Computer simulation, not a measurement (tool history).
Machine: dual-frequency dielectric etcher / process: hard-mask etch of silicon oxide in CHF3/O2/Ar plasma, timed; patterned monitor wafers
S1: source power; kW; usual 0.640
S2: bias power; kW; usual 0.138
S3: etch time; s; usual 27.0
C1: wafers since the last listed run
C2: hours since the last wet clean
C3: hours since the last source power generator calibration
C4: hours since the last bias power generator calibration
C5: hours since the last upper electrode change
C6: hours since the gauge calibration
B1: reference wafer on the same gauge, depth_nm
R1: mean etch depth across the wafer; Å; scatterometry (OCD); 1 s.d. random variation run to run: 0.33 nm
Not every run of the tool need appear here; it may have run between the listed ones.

run	hour	S1	S2	S3	C1	C2	C3	C4	C5	C6	B1	R1
1	0.0	0.640	0.138	27.0	0	0.8	3003.9	1758.2	3082.3	1003.2	53.3	499
# hour 9.5: gauge calibrated
2	31.2	0.690	0.138	27.0	590	32.0	3035.1	1789.4	3113.5	21.7	54.7	531
3	43.5	0.690	0.138	27.0	232	44.3	3047.4	1801.7	3125.8	34.0	54.6	529
# hour 54.0: source power generator calibrated
4	71.7	0.640	0.138	27.0	457	72.5	17.7	1829.9	3154.0	62.2	54.5	512
5	101.5	0.640	0.138	27.0	563	102.3	47.5	1859.7	3183.8	92.0	54.5	513
6	125.9	0.640	0.138	27.0	461	126.7	71.9	1884.1	3208.2	116.4	54.6	512
7	154.7	0.640	0.138	24.0	544	155.5	100.7	1912.9	3237.0	145.2	54.5	454
8	179.5	0.640	0.138	27.0	469	180.3	125.5	1937.7	3261.8	170.0	54.5	509
9	213.6	0.640	0.151	21.0	645	214.4	159.6	1971.8	3295.9	204.1	54.4	405
10	229.8	0.760	0.138	27.0	306	230.6	175.8	1988.0	3312.1	220.3	54.4	551
11	242.3	0.760	0.160	20.5	236	243.1	188.3	2000.5	3324.6	232.8	54.3	434
12	262.6	0.640	0.138	27.0	383	263.4	208.6	2020.8	3344.9	253.1	54.3	512
# hour 298.8: bias power generator calibrated
13	299.3	0.640	0.138	21.5	618	300.1	245.3	0.5	3381.6	289.8	54.2	404
14	323.8	0.640	0.138	32.5	463	324.6	269.8	25.0	3406.1	314.3	54.4	605
15	353.3	0.760	0.138	27.0	557	354.1	299.3	54.5	3435.6	343.8	54.2	547
16	388.7	0.520	0.129	27.0	669	389.5	334.7	89.9	3471.0	379.2	54.2	459
17	406.5	0.640	0.157	27.0	336	407.3	352.5	107.7	3488.8	397.0	54.2	521
# hour 457.7: upper electrode replaced
18	458.2	0.640	0.138	27.0	523	459.0	404.2	159.4	0.5	448.7	54.0	509
19	458.5	0.770	0.109	27.0	5	459.3	404.5	159.7	0.8	449.0	54.2	511
# hour 495.1: wet clean of the chamber
20	495.6	0.640	0.127	27.0	247	0.5	441.6	196.8	37.9	486.1	54.1	488
21	497.8	0.640	0.164	31.5	41	2.7	443.8	199.0	40.1	488.3	54.0	625
22	516.0	0.760	0.108	27.0	344	20.9	462.0	217.2	58.3	506.5	54.0	513
23	532.3	0.640	0.138	27.0	308	37.2	478.3	233.5	74.6	522.8	54.0	506
24	558.1	0.640	0.114	19.5	488	63.0	504.1	259.3	100.4	548.6	54.0	345

For run 25, what comes out?
25	575.5	0.640	0.138	29.5	329	80.4	521.5	276.7	117.8	566.0	?	?

B1: 53.9
R1: 549 Å
Minus the tool's unlogged condition, the same run would have read R1 557 Å.
